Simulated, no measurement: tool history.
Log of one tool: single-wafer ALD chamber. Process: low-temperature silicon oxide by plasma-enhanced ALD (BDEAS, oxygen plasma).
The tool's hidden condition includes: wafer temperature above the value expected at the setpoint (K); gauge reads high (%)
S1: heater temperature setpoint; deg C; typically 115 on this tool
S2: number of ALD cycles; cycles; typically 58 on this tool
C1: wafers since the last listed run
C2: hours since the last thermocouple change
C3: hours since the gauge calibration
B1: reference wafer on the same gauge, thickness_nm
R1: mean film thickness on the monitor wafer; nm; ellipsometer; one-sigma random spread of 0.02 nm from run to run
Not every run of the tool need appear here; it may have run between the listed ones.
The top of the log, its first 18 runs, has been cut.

-- hour=584.8 gauge calibrated
run 19 hour=624.2 | S1=115 S2=49 | C1=546 C2=902.6 C3=39.4 | B1=6.909 | R1=6.529
run 20 hour=683.4 | S1=123 S2=65 | C1=339 C2=961.8 C3=98.6 | B1=6.909 | R1=8.538
run 21 hour=718.2 | S1=115 S2=58 | C1=199 C2=996.6 C3=133.4 | B1=6.904 | R1=7.685
run 22 hour=762.8 | S1=115 S2=69 | C1=255 C2=1041.2 C3=178.0 | B1=6.910 | R1=9.206
run 23 hour=776.8 | S1=130 S2=58 | C1=80 C2=1055.2 C3=192.0 | B1=6.909 | R1=7.508
run 24 hour=806.3 | S1=109 S2=52 | C1=169 C2=1084.7 C3=221.5 | B1=6.911 | R1=6.980
run 25 hour=829.8 | S1=115 S2=47 | C1=134 C2=1108.2 C3=245.0 | B1=6.909 | R1=6.261
-- hour=839.4 thermocouple changed; heater temperature recalibrated
run 26 hour=849.2 | S1=127 S2=68 | C1=65 C2=9.8 C3=264.4 | B1=6.912 | R1=9.045
run 27 hour=876.6 | S1=115 S2=58 | C1=157 C2=37.2 C3=291.8 | B1=6.905 | R1=7.889
run 28 hour=912.5 | S1=115 S2=58 | C1=205 C2=73.1 C3=327.7 | B1=6.908 | R1=7.921
run 29 hour=933.8 | S1=127 S2=50 | C1=122 C2=94.4 C3=349.0 | B1=6.908 | R1=6.607
run 30 hour=951.0 | S1=130 S2=55 | C1=98 C2=111.6 C3=366.2 | B1=6.905 | R1=7.257
run 31 hour=986.9 | S1=119 S2=63 | C1=205 C2=147.5 C3=402.1 | B1=6.914 | R1=8.545
run 32 hour=1016.5 | S1=100 S2=51 | C1=169 C2=177.1 C3=431.7 | B1=6.910 | R1=7.250
run 33 hour=1047.4 | S1=110 S2=66 | C1=177 C2=208.0 C3=462.6 | B1=6.908 | R1=9.078
run 34 hour=1075.3 | S1=129 S2=54 | C1=159 C2=235.9 C3=490.5 | B1=6.916 | R1=7.145
run 35 hour=1096.8 | S1=115 S2=55 | C1=123 C2=257.4 C3=512.0 | B1=6.905 | R1=7.489
-- hour=1135.7 thermocouple changed; heater temperature recalibrated, repeated, since the last time left the tool worse
run 36 hour=1136.2 | S1=124 S2=58 | C1=179 C2=0.5 C3=551.4 | B1=6.913 | R1=7.600
run 37 hour=1158.5 | S1=125 S2=50 | C1=127 C2=22.8 C3=573.7 | B1=6.909 | R1=6.573
run 38 hour=1176.2 | S1=115 S2=58 | C1=101 C2=40.5 C3=591.4 | B1=6.914 | R1=7.772

Run 39 is up next; what results do you expect?
run 39 hour=1194.4 | S1=115 S2=58 | C1=104 C2=58.7 C3=609.6 | B1=? | R1=?

Run 39 produced B1 6.910, R1 7.759 nm.
With the hidden condition absent and the run-to-run variation left alone, this run would have shown R1 7.762 nm.
